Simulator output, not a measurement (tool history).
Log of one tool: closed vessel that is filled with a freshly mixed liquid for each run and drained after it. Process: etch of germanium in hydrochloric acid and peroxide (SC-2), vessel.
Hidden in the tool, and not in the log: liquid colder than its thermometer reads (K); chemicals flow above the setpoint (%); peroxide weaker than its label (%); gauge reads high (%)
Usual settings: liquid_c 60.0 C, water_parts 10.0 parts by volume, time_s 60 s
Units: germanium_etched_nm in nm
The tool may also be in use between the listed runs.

| run | hour | liquid_c | water_parts | time_s | wafers since the last listed run | hours since the thermometer was replaced | hours since the chemicals flow meter was replaced | hours since the drum of peroxide was connected | hours since the gauge calibration | read-back film thickness of the germanium reference wafer, read on the same gauge (nm) | germanium_etched_nm |
|---|---|---|---|---|---|---|---|---|---|---|---|
| 1 | 0.0 | 60.0 | 10.0 | 60 | 0 | 313.6 | 1830.0 | 515.6 | 745.0 | 120.00 | 187.38 |
| 2 | 87.8 | 60.0 | 10.0 | 60 | 10142 | 401.4 | 1917.8 | 603.4 | 832.8 | 119.99 | 185.35 |
|  | 92.8 | new drum of peroxide connected |
|  | 129.9 | gauge calibrated |
| 3 | 155.2 | 60.0 | 10.0 | 60 | 7670 | 468.8 | 1985.2 | 62.4 | 25.3 | 119.99 | 186.50 |
|  | 162.8 | thermometer replaced |
| 4 | 216.4 | 55.0 | 10.0 | 60 | 6954 | 53.6 | 2046.4 | 123.6 | 86.5 | 120.00 | 164.81 |
| 5 | 315.0 | 60.0 | 10.0 | 60 | 11389 | 152.2 | 2145.0 | 222.2 | 185.1 | 119.99 | 191.10 |
| 6 | 456.4 | 60.0 | 10.0 | 60 | 16333 | 293.6 | 2286.4 | 363.6 | 326.5 | 119.99 | 188.27 |
|  | 502.9 | chemicals flow meter replaced |
| 7 | 562.7 | 60.0 | 10.0 | 60 | 12163 | 399.9 | 59.8 | 469.9 | 432.8 | 120.00 | 186.86 |
|  | 618.5 | new drum of peroxide connected |
| 8 | 666.7 | 60.0 | 10.0 | 70 | 11898 | 503.9 | 163.8 | 48.2 | 536.8 | 120.01 | 218.42 |
| 9 | 742.4 | 60.0 | 10.0 | 60 | 8744 | 579.6 | 239.5 | 123.9 | 612.5 | 120.00 | 186.12 |
|  | 768.7 | thermometer replaced |
| 10 | 779.5 | 64.5 | 13.5 | 50 | 4170 | 10.8 | 276.6 | 161.0 | 649.6 | 120.01 | 174.66 |
| 11 | 883.0 | 60.0 | 10.0 | 60 | 11955 | 114.3 | 380.1 | 264.5 | 753.1 | 120.01 | 191.34 |
| 12 | 979.7 | 70.0 | 7.0 | 95 | 11170 | 211.0 | 476.8 | 361.2 | 849.8 | 120.01 | 413.96 |
| 13 | 1040.8 | 52.0 | 14.0 | 80 | 7058 | 272.1 | 537.9 | 422.3 | 910.9 | 119.99 | 189.46 |
| 14 | 1114.9 | 60.0 | 12.0 | 40 | 8559 | 346.2 | 612.0 | 496.4 | 985.0 | 120.00 | 121.85 |
|  | 1149.3 | new drum of peroxide connected |
|  | 1195.3 | gauge calibrated |
| 15 | 1218.8 | 69.0 | 10.0 | 60 | 11886 | 450.1 | 715.9 | 69.5 | 23.5 | 119.99 | 242.04 |
| 16 | 1287.9 | 60.0 | 10.0 | 60 | 7982 | 519.2 | 785.0 | 138.6 | 92.6 | 120.01 | 185.95 |
|  | 1349.7 | thermometer replaced |
| 17 | 1417.4 | 56.0 | 7.5 | 80 | 14843 | 67.7 | 914.5 | 268.1 | 222.1 | 120.00 | 231.94 |
| 18 | 1490.8 | 57.0 | 10.0 | 30 | 8478 | 141.1 | 987.9 | 341.5 | 295.5 | 120.00 | 86.98 |
| 19 | 1571.6 | 60.0 | 10.0 | 75 | 9333 | 221.9 | 1068.7 | 422.3 | 376.3 | 120.01 | 235.16 |

Forecast each of these 4 alternatives for the next run:
| A | 1572.3 | 60.0 | 10.0 | 30 | 80 | 222.6 | 1069.4 | 423.0 | 377.0 | ? | ? |
| B | 1572.3 | 56.5 | 5.5 | 35 | 80 | 222.6 | 1069.4 | 423.0 | 377.0 | ? | ? |
| C | 1572.3 | 51.5 | 14.0 | 90 | 80 | 222.6 | 1069.4 | 423.0 | 377.0 | ? | ? |
| D | 1572.3 | 51.0 | 14.0 | 60 | 80 | 222.6 | 1069.4 | 423.0 | 377.0 | ? | ? |

| run | read-back film thickness of the germanium reference wafer, read on the same gauge (nm) | germanium_etched_nm |
|---|---|---|
| A | 120.00 | 94.27 |
| B | 120.00 | 103.62 |
| C | 120.00 | 209.50 |
| D | 120.00 | 137.55 |
Without the tool's hidden state the same runs would have given:
| run | germanium_etched_nm |
|---|---|
| A | 96.72 |
| B | 105.92 |
| C | 215.54 |
| D | 141.51 |

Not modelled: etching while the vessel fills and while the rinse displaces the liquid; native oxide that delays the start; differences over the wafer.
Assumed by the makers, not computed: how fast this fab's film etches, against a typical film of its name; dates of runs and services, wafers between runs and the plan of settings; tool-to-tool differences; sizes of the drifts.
